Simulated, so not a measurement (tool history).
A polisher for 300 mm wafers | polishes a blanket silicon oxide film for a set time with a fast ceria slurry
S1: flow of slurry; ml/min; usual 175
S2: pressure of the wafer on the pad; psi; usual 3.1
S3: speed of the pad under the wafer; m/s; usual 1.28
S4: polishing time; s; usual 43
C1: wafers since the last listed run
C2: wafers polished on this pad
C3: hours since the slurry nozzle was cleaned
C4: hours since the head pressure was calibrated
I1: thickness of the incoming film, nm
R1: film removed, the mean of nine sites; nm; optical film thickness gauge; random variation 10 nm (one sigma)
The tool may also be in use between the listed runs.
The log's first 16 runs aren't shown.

Run 17, hour 522.5: usual settings but S4 51 s; C1 157; C2 1705; C3 647.7; C4 74.8; I1 3317.7. Result: R1 1151.8 nm.
At hour 538.7: worn pad replaced by a new one.
Run 18, hour 540.2: usual settings but S2 2.3 psi; C1 121; C2 13; C3 665.4; C4 92.5; I1 3298.2. Result: R1 763.2 nm.
Run 19, hour 566.4: usual settings but S1 125 ml/min, S3 0.98 m/s; C1 232; C2 245; C3 691.6; C4 118.7; I1 3334.6. Result: R1 705.9 nm.
Run 20, hour 591.9: usual settings; C1 226; C2 471; C3 717.1; C4 144.2; I1 3391.9. Result: R1 970.2 nm.
At hour 600: slurry nozzle cleaned.
Run 21, hour 611.6: usual settings but S3 0.96 m/s, S4 56 s; C1 165; C2 637; C3 11.6; C4 163.9; I1 3367.8. Result: R1 973.2 nm.
Run 22, hour 625.9: usual settings; C1 126; C2 764; C3 25.9; C4 178.2; I1 3303. Result: R1 973.3 nm.
At hour 633.3: head pressure recalibrated, repeated, since the last time left the tool worse.
Run 23, hour 654.2: usual settings but S1 125 ml/min, S2 2.8 psi, S4 29 s; C1 233; C2 997; C3 54.2; C4 20.9; I1 3328.1. Result: R1 647.9 nm.
Run 24, hour 688.5: usual settings but S1 190 ml/min; C1 304; C2 1301; C3 88.5; C4 55.2; I1 3295.6. Result: R1 1108.7 nm.
Run 25, hour 711.8: usual settings but S4 49 s; C1 206; C2 1508; C3 111.8; C4 78.5; I1 3334.2. Result: R1 1273.3 nm.
At hour 720: worn pad replaced by a new one.
Run 26, hour 739.2: usual settings but S4 49 s; C1 207; C2 169; C3 139.2; C4 105.9; I1 3334.7. Result: R1 1253.4 nm.
Run 27, hour 767.7: usual settings but S1 155 ml/min, S2 2 psi, S3 1.16 m/s, S4 29 s; C1 252; C2 422; C3 167.7; C4 134.4; I1 3348.6. Result: R1 467.9 nm.
Run 28, hour 785.7: usual settings but S1 205 ml/min, S4 32 s; C1 159; C2 582; C3 185.7; C4 152.4; I1 3319.7. Result: R1 836.3 nm.
Run 29, hour 807.3: usual settings; C1 191; C2 773; C3 207.3; C4 174; I1 3385.4. Result: R1 1090.2 nm.
Run 30, hour 832.4: usual settings but S2 2 psi, S3 1.6 m/s; C1 222; C2 996; C3 232.4; C4 199.1; I1 3343.6. Result: R1 959.2 nm.
Run 31, hour 847.8: usual settings; C1 136; C2 1132; C3 247.8; C4 214.5; I1 3310.8. Result: R1 1093.9 nm.
Run 32, hour 878.7: usual settings but S2 3.5 psi, S3 0.96 m/s, S4 47 s; C1 274; C2 1406; C3 278.7; C4 245.4; I1 3307.8. Result: R1 1019.5 nm.
At hour 883.4: worn pad replaced by a new one.
Run 33, hour 910.7: usual settings but S1 130 ml/min, S2 3.5 psi, S3 1.06 m/s, S4 57 s; C1 248; C2 242; C3 310.7; C4 277.4; I1 3382.5. Result: R1 1299.8 nm.
Run 34, hour 933.5: usual settings but S1 205 ml/min, S4 30 s; C1 202; C2 444; C3 333.5; C4 300.2; I1 3323.9. Result: R1 780.5 nm.
Run 35, hour 953: usual settings but S3 1.16 m/s, S4 37 s; C1 172; C2 617; C3 353; C4 319.7; I1 3342.8. Result: R1 835 nm.

Forecast each of these 3 alternatives for the next run:
Run A, hour 953.4: usual settings; C1 3; C2 621; C3 353.4; C4 320.1; I1 3343. Result: R1 ?.
Run B, hour 953.4: usual settings but S2 3.7 psi, S4 54 s; C1 3; C2 621; C3 353.4; C4 320.1; I1 3343. Result: R1 ?.
Run C, hour 953.4: usual settings but S1 145 ml/min, S2 3.6 psi, S3 1.68 m/s, S4 56 s; C1 3; C2 621; C3 353.4; C4 320.1; I1 3343. Result: R1 ?.

run      R1
  A  1088.4
  B  1585.3
  C  2006.9
Without the tool's hidden state the same runs would have given:
run      R1
  A  1111.4
  B  1618.8
  C  2049.4
